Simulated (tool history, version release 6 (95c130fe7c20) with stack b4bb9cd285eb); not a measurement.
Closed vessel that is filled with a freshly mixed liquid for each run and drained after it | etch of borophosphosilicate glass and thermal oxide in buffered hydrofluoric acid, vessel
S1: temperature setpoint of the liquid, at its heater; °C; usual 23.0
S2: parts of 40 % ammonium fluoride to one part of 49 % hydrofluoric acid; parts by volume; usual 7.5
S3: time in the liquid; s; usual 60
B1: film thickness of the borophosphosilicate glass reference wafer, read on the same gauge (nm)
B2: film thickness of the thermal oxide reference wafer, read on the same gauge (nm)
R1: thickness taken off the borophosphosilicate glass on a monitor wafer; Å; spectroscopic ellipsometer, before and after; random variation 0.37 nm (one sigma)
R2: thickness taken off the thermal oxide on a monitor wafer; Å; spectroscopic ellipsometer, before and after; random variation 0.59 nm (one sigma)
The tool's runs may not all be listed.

{"run": 1, "hour": 0.0, "S1": 23.0, "S2": 7.5, "S3": 60, "B1": 110.0, "B2": 80.0, "R1": 884.0, "R2": 702.5}
{"run": 2, "hour": 32.5, "S1": 18.5, "S2": 5.5, "S3": 60, "B1": 110.01, "B2": 80.02, "R1": 924.9, "R2": 715.8}
{"run": 3, "hour": 46.8, "S1": 23.0, "S2": 7.5, "S3": 75, "B1": 110.01, "B2": 79.98, "R1": 1101.1, "R2": 868.8}
{"run": 4, "hour": 70.5, "S1": 24.5, "S2": 7.5, "S3": 60, "B1": 110.0, "B2": 79.99, "R1": 959.5, "R2": 755.3}
{"run": 5, "hour": 99.8, "S1": 23.0, "S2": 7.5, "S3": 30, "B1": 110.0, "B2": 79.96, "R1": 438.7, "R2": 345.1}
{"run": 6, "hour": 119.7, "S1": 23.0, "S2": 8.5, "S3": 60, "B1": 110.0, "B2": 80.0, "R1": 766.4, "R2": 608.1}
{"run": 7, "hour": 145.2, "S1": 23.0, "S2": 7.5, "S3": 30, "B1": 110.02, "B2": 80.01, "R1": 438.4, "R2": 346.3}
{"run": 8, "hour": 174.8, "S1": 21.5, "S2": 10.0, "S3": 50, "B1": 110.02, "B2": 80.01, "R1": 517.1, "R2": 412.8}
{"run": 9, "hour": 192.2, "S1": 19.0, "S2": 9.5, "S3": 60, "B1": 109.99, "B2": 79.97, "R1": 557.5, "R2": 438.3}
{"hour": 201.7, "done": "hydrofluoric acid flow meter replaced"}
{"run": 10, "hour": 211.1, "S1": 23.0, "S2": 5.5, "S3": 80, "B1": 109.99, "B2": 79.99, "R1": 1598.2, "R2": 1247.5}
{"run": 11, "hour": 246.6, "S1": 23.0, "S2": 7.5, "S3": 60, "B1": 109.99, "B2": 79.97, "R1": 897.3, "R2": 710.3}
{"run": 12, "hour": 281.6, "S1": 23.0, "S2": 7.5, "S3": 40, "B1": 110.02, "B2": 80.05, "R1": 591.9, "R2": 470.6}

The next listed run, before its measurement:
{"hour": 288.0, "done": "thermometer replaced"}
{"run": 13, "hour": 293.8, "S1": 23.0, "S2": 10.5, "S3": 60, "B1": "?", "B2": "?", "R1": "?", "R2": "?"}

Run 13 gave B1 110.00, B2 80.03, R1 725.5 Å, R2 575.4 Å.
Without the tool's hidden state the same run would have given R1 730.7 Å, R2 579.4 Å.
